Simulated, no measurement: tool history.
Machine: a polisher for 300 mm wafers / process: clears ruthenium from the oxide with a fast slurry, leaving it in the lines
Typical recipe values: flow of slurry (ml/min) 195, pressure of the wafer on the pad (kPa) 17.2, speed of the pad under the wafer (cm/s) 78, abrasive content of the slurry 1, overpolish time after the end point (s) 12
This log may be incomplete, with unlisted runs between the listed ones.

run	hour	flow of slurry (ml/min)	pressure of the wafer on the pad (kPa)	speed of the pad under the wafer (cm/s)	abrasive content of the slurry	overpolish time after the end point (s)	wafers since the last listed run	wafers polished on this pad	hours since the slurry nozzle was cleaned	hours since the head pressure was calibrated	hours since the slurry blender was calibrated	incoming thickness of the incoming film, nm	time until the end point was called (s)	dishing of a wide line in a test structure (Å)
1	0	170	18.6	78	1	12	0	935	613.6	471.3	188	158.2	53.3	290
2	16.3	170	18.6	78	1	12	124	1059	629.9	487.6	204.3	163.2	56.1	288
3	28.4	195	20	78	1	12	92	1152	642	499.7	216.4	159.9	52.1	304
# hour 35: worn pad replaced by a new one
4	35.5	195	20	78	1	12	23	3	649.1	506.8	223.5	158.7	47.9	329
# hour 43: slurry blender recalibrated
5	43.9	195	20	78	1	12	48	52	657.5	515.2	0.9	159	47	338
6	50.8	195	17.2	78	1	12	52	105	664.4	522.1	7.8	162.4	56.4	291
7	60.1	195	17.2	78	1	12	70	176	673.7	531.4	17.1	161.7	55.6	295
8	72.8	195	17.2	78	1	12	96	272	686.4	544.1	29.8	159.1	55.7	293
9	81.9	195	17.2	78	1	12	69	342	695.5	553.2	38.9	159.3	57.3	286
10	93.7	195	17.2	78	1	12	89	432	707.3	565	50.7	162	57.4	285
11	110	195	17.2	78	1	12	124	556	723.6	581.3	67	158.2	55.5	281
12	126.6	195	17.2	78	1	12	126	683	740.2	597.9	83.6	162.1	57.6	281
13	138.4	195	11.7	78	1	12	89	772	752	609.7	95.4	161.5	85.4	196
# hour 150.4: slurry nozzle cleaned
14	153.8	140	17.2	98	0.7	16	109	882	3.4	625.1	110.8	157.2	65.6	318
15	164.5	195	13.1	78	1.1	16	81	964	14.1	635.8	121.5	162.6	72.5	302
# hour 167.4: head pressure recalibrated
16	178.9	265	17.2	54	1	12	94	1058	28.5	11.5	135.9	158.9	76.6	212
# hour 184: worn pad replaced by a new one
17	186.2	195	17.2	78	1	12	25	16	35.8	18.8	143.2	159.5	55.3	282
18	201.7	195	17.2	88	1	16	118	135	51.3	34.3	158.7	159.1	50.4	410
19	216.6	215	17.2	78	1	12	113	248	66.2	49.2	173.6	163.7	56.5	296
20	229.7	195	17.2	54	1	12	99	348	79.3	62.3	186.7	160.6	76.4	212
21	239.9	155	12.4	62	1	12	77	426	89.5	72.5	196.9	159.9	97.4	168
22	254.5	195	17.2	78	1	12	111	537	104.1	87.1	211.5	157.5	55.9	279
# hour 262.5: slurry blender recalibrated
23	265.7	195	17.2	78	1	12	70	607	115.3	98.3	3.2	159.7	56.6	293
24	282.6	215	21.4	78	0.85	8	128	736	132.2	115.2	20.1	162.9	52.5	215
25	297.9	195	17.2	78	1	12	116	853	147.5	130.5	35.4	163	58.2	281
26	303.9	195	13.1	92	1	12	45	898	153.5	136.5	41.4	159.4	67.3	247
# hour 308.3: worn pad replaced by a new one
27	320.5	130	17.2	100	1	12	96	93	170.1	153.1	58	159.7	48.6	334
28	328.7	195	17.2	90	1.2	9	62	155	178.3	161.3	66.2	160.4	44.1	276
29	346.1	215	17.2	78	1	18	132	288	195.7	178.7	83.6	158.7	54.3	407

Here are 4 independent what-if runs from the current tool condition. What would each one return?
A	346.5	195	21.4	78	1	12	3	291	196.1	179.1	84	158.7	?	?
B	346.5	195	17.2	78	1	6	3	291	196.1	179.1	84	158.7	?	?
C	346.5	160	17.2	78	1.1	12	3	291	196.1	179.1	84	158.7	?	?
D	346.5	195	17.2	54	1.15	10	3	291	196.1	179.1	84	158.7	?	?

run	time until the end point was called (s)	dishing of a wide line in a test structure (Å)
A	44.4	338
B	55.1	144
C	53.7	284
D	69.2	189
The same runs, with their run-to-run variation unchanged, on a tool lacking any hidden condition would have given:
run	time until the end point was called (s)	dishing of a wide line in a test structure (Å)
A	43.9	342
B	54.4	146
C	53	288
D	68.4	191
